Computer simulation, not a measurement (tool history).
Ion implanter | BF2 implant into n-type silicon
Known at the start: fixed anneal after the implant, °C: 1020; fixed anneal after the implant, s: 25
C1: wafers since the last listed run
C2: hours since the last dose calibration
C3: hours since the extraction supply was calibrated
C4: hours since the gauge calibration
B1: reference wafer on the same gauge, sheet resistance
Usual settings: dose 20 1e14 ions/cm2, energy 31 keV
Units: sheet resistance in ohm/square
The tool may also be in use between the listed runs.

run 1 hour=0 | dose=21.76 energy=31 | C1=0 C2=1659.3 C3=5717.8 C4=307.4 | B1=111.03 | sheet_resistance=119.31
run 2 hour=70.5 | dose=21.76 energy=31 | C1=780 C2=1729.8 C3=5788.3 C4=377.9 | B1=111.03 | sheet_resistance=119.63
-- hour=103.2 gauge calibrated
run 3 hour=123.1 | dose=21.76 energy=31 | C1=582 C2=1782.4 C3=5840.9 C4=19.9 | B1=111 | sheet_resistance=119.32
run 4 hour=147.8 | dose=20 energy=31 | C1=273 C2=1807.1 C3=5865.6 C4=44.6 | B1=111.01 | sheet_resistance=120.69
run 5 hour=207.4 | dose=20 energy=34 | C1=659 C2=1866.7 C3=5925.2 C4=104.2 | B1=110.98 | sheet_resistance=115.79
run 6 hour=257.1 | dose=20 energy=34 | C1=549 C2=1916.4 C3=5974.9 C4=153.9 | B1=111.01 | sheet_resistance=116
run 7 hour=285.4 | dose=20 energy=34 | C1=313 C2=1944.7 C3=6003.2 C4=182.2 | B1=111.04 | sheet_resistance=115.74
-- hour=306.9 extraction supply calibrated
run 8 hour=311.1 | dose=20 energy=31 | C1=195 C2=1970.4 C3=4.2 C4=207.9 | B1=111.02 | sheet_resistance=120.36
run 9 hour=383 | dose=16.2 energy=37.5 | C1=795 C2=2042.3 C3=76.1 C4=279.8 | B1=111.05 | sheet_resistance=115.4
run 10 hour=425.5 | dose=16.2 energy=37.5 | C1=470 C2=2084.8 C3=118.6 C4=322.3 | B1=110.98 | sheet_resistance=115.51
run 11 hour=452.4 | dose=16.2 energy=37.5 | C1=297 C2=2111.7 C3=145.5 C4=349.2 | B1=111.01 | sheet_resistance=115.59
run 12 hour=502.4 | dose=25.59 energy=35 | C1=553 C2=2161.7 C3=195.5 C4=399.2 | B1=111 | sheet_resistance=111.52
run 13 hour=550.5 | dose=22.99 energy=38.5 | C1=532 C2=2209.8 C3=243.6 C4=447.3 | B1=110.99 | sheet_resistance=107.77
-- hour=558.2 gauge calibrated
run 14 hour=588.3 | dose=16.34 energy=39.5 | C1=418 C2=2247.6 C3=281.4 C4=30.1 | B1=110.98 | sheet_resistance=112.62
run 15 hour=618.1 | dose=25.87 energy=25.5 | C1=329 C2=2277.4 C3=311.2 C4=59.9 | B1=110.94 | sheet_resistance=128.12
run 16 hour=646.5 | dose=20 energy=31 | C1=314 C2=2305.8 C3=339.6 C4=88.3 | B1=110.95 | sheet_resistance=120.67
-- hour=660.5 Faraday cup replaced and dose calibrated
run 17 hour=681.9 | dose=15.21 energy=35 | C1=303 C2=21.4 C3=375 C4=123.7 | B1=111.03 | sheet_resistance=120.51
run 18 hour=726.7 | dose=14.41 energy=34 | C1=495 C2=66.2 C3=419.8 C4=168.5 | B1=111.03 | sheet_resistance=124.29
run 19 hour=776.9 | dose=25.28 energy=37 | C1=555 C2=116.4 C3=470 C4=218.7 | B1=111.04 | sheet_resistance=108.94
run 20 hour=804.4 | dose=15.04 energy=37.5 | C1=304 C2=143.9 C3=497.5 C4=246.2 | B1=110.99 | sheet_resistance=117.47
run 21 hour=874.9 | dose=20 energy=20.5 | C1=780 C2=214.4 C3=568 C4=316.7 | B1=111.02 | sheet_resistance=141.51
run 22 hour=912.4 | dose=20 energy=31 | C1=414 C2=251.9 C3=605.5 C4=354.2 | B1=110.99 | sheet_resistance=120.23

Forecast each of these 4 alternatives for the next run:
run A hour=912.8 | dose=20 energy=25.5 | C1=4 C2=252.3 C3=605.9 C4=354.6 | B1=? | sheet_resistance=?
run B hour=912.8 | dose=17.76 energy=31 | C1=4 C2=252.3 C3=605.9 C4=354.6 | B1=? | sheet_resistance=?
run C hour=912.8 | dose=21.78 energy=42 | C1=4 C2=252.3 C3=605.9 C4=354.6 | B1=? | sheet_resistance=?
run D hour=912.8 | dose=17.18 energy=25.5 | C1=4 C2=252.3 C3=605.9 C4=354.6 | B1=? | sheet_resistance=?

run=A B1=111 sheet_resistance=130.53
run=B B1=111 sheet_resistance=122.5
run=C B1=111 sheet_resistance=104.23
run=D B1=111 sheet_resistance=133
Without the tool's hidden state the same runs would have given:
run=A sheet_resistance=130.53
run=B sheet_resistance=122.5
run=C sheet_resistance=104.23
run=D sheet_resistance=133
